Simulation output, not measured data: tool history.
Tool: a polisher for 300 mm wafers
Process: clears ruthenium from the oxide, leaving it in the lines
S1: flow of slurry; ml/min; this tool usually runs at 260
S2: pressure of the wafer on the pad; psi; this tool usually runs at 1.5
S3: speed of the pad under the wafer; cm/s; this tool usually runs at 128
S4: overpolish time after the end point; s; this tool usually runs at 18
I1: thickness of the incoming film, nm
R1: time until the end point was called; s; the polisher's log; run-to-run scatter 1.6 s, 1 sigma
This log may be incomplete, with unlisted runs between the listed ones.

| run | hour | S1 | S2 | S3 | S4 | I1 | R1 |
|---|---|---|---|---|---|---|---|
| 1 | 0 | 260 | 1.5 | 128 | 18 | 139.3 | 107.7 |
| 2 | 55.5 | 260 | 1.5 | 128 | 18 | 140.7 | 110 |
|  | 83.6 | worn pad replaced by a new one |
| 3 | 124.9 | 260 | 1.5 | 128 | 18 | 141.7 | 107.3 |
|  | 297.4 | slurry nozzle cleaned |
| 4 | 309.6 | 260 | 1.5 | 128 | 18 | 139 | 106.4 |
|  | 417.9 | worn pad replaced by a new one |
| 5 | 419.4 | 285 | 1.5 | 128 | 18 | 139.8 | 103.3 |
| 6 | 473.5 | 260 | 1.5 | 128 | 18 | 141.2 | 105.2 |
| 7 | 501.9 | 260 | 1.5 | 128 | 18 | 139.8 | 104.8 |
| 8 | 554.1 | 260 | 1.2 | 128 | 18 | 140.5 | 122.2 |
| 9 | 702 | 260 | 1.5 | 128 | 18 | 138.9 | 104.3 |
|  | 709.7 | worn pad replaced by a new one |
| 10 | 738.1 | 260 | 1.5 | 128 | 18 | 139.6 | 101.7 |
| 11 | 799.5 | 260 | 1.6 | 128 | 18 | 138.8 | 98.9 |
| 12 | 843.4 | 260 | 1.5 | 128 | 18 | 138.3 | 101.2 |
|  | 886 | head pressure recalibrated |
| 13 | 893.3 | 260 | 1.2 | 128 | 18 | 142 | 134.3 |
| 14 | 944.4 | 290 | 1.3 | 166 | 27 | 140.4 | 96.9 |
|  | 1004.1 | slurry nozzle cleaned |
| 15 | 1011.9 | 260 | 1.2 | 106 | 18 | 139.4 | 148.2 |
|  | 1020.6 | worn pad replaced by a new one |
| 16 | 1051.7 | 175 | 1.5 | 108 | 18 | 141.2 | 132.1 |
| 17 | 1122.3 | 295 | 1.5 | 128 | 15 | 140.4 | 112.8 |
| 18 | 1155.2 | 260 | 1.1 | 128 | 11 | 139.9 | 136.5 |
| 19 | 1187.1 | 260 | 1 | 128 | 14 | 139.8 | 138.2 |
|  | 1359.5 | worn pad replaced by a new one |
| 20 | 1386.5 | 205 | 1.8 | 128 | 13 | 139.8 | 95.8 |
| 21 | 1446.3 | 310 | 1.7 | 128 | 23 | 142.1 | 97.6 |
| 22 | 1487.9 | 320 | 1.9 | 98 | 14 | 139.3 | 113.3 |
| 23 | 1520.7 | 260 | 1.5 | 128 | 18 | 138.7 | 105.4 |

3 options for the next run, each taken on its own from the tool as it stands now. Forecast them:
| A | 1521.2 | 260 | 1.5 | 128 | 25 | 138.7 | ? |
| B | 1521.2 | 260 | 1.4 | 102 | 26 | 138.7 | ? |
| C | 1521.2 | 260 | 1.3 | 128 | 18 | 138.7 | ? |

| run | R1 |
|---|---|
| A | 104.1 |
| B | 131.5 |
| C | 114.6 |
With the hidden condition removed and each run's random variation left untouched, the same runs would have given:
| run | R1 |
|---|---|
| A | 110.1 |
| B | 139.1 |
| C | 121.2 |

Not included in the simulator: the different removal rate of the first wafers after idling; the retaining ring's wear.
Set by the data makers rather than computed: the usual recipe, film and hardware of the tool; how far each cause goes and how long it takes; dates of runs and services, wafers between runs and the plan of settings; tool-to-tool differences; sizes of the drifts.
